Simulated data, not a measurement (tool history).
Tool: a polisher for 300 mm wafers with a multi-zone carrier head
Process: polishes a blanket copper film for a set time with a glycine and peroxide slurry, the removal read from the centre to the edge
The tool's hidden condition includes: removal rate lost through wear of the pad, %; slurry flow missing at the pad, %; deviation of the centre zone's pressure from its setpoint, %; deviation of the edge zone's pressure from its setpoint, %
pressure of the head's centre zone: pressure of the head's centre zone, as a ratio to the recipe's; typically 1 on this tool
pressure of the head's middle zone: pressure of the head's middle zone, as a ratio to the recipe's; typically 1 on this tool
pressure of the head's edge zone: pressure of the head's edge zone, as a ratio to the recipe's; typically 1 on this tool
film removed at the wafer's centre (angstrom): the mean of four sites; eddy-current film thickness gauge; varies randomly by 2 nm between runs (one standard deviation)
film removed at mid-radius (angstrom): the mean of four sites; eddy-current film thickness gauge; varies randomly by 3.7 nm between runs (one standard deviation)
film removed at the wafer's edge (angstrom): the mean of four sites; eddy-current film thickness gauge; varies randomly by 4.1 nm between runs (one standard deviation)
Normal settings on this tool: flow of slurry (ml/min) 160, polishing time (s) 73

run,hour,flow of slurry (ml/min),pressure of the head's centre zone,pressure of the head's middle zone,pressure of the head's edge zone,polishing time (s),wafers since the last listed run,wafers polished on this pad,hours since the slurry nozzle was cleaned,hours since the centre zone pressure was calibrated,hours since the edge zone pressure was calibrated,hours since the carrier head's membrane was replaced,"incoming thickness of the incoming film, nm",film removed at the wafer's centre (angstrom),film removed at mid-radius (angstrom),film removed at the wafer's edge (angstrom)
1,0,160,1,0.96,1,73,0,250,240.3,910.8,984.4,1573.7,1246.4,3343,3049,3051
2,27.9,160,1,0.96,1,73,270,521,268.2,938.7,1012.3,1601.6,1234.2,3376,3042,3133
3,48.9,160,1,0.96,1,73,203,725,289.2,959.7,1033.3,1622.6,1227.8,3329,3042,3076
4,68.6,160,1,1,1,91,191,916,308.9,979.4,1053,1642.3,1254.8,4206,3916,3900
5,88.1,160,1,1,1,91,189,1105,328.4,998.9,1072.5,1661.8,1226.6,4209,3869,3891
# hour 95.1: worn pad replaced by a new one
6,114.6,160,1,1,1,73,218,188,354.9,1025.4,1099,1688.3,1217.3,3394,3124,3086
7,138.8,160,1,1,1,73,234,423,379.1,1049.6,1123.2,1712.5,1236.2,3372,3092,3053
# hour 187.2: carrier head's membrane replaced by a new one
8,187.7,200,0.96,1,1,73,425,849,428,1098.5,1172.1,0.5,1214.8,3416,3230,3229
# hour 211.4: worn pad replaced by a new one
9,218.6,200,0.96,1,1,73,260,69,458.9,1129.4,1203,31.4,1217.5,3425,3272,3184
10,303.2,160,1,1,1,73,820,890,543.5,1214,1287.6,116,1253.3,3416,3178,3106
# hour 310.2: worn pad replaced by a new one
11,319.5,200,0.96,1,1,73,119,90,559.8,1230.3,1303.9,132.3,1236.4,3458,3286,3191
# hour 325.9: slurry nozzle cleaned
# hour 345.4: edge zone pressure recalibrated
12,351.6,160,1.09,1.03,1.1,55,282,372,25.7,1262.4,6.2,164.4,1230.8,2802,2413,2483
# hour 369.3: centre zone pressure recalibrated
# hour 407.4: worn pad replaced by a new one
13,407.9,160,0.95,1,1,73,487,4,82,38.6,62.5,220.7,1231,2651,3128,3129

The next listed run, before its measurement:
14,421.1,190,1,1,1,73,128,132,95.2,51.8,75.7,233.9,1224.2,?,?,?

For run 14 the tool returned film removed at the wafer's centre (angstrom) 2901, film removed at mid-radius (angstrom) 3262, film removed at the wafer's edge (angstrom) 3165.
If the tool had no hidden condition, the same run with the same run-to-run variation would have returned film removed at the wafer's centre (angstrom) 3360, film removed at mid-radius (angstrom) 3260, film removed at the wafer's edge (angstrom) 3165.

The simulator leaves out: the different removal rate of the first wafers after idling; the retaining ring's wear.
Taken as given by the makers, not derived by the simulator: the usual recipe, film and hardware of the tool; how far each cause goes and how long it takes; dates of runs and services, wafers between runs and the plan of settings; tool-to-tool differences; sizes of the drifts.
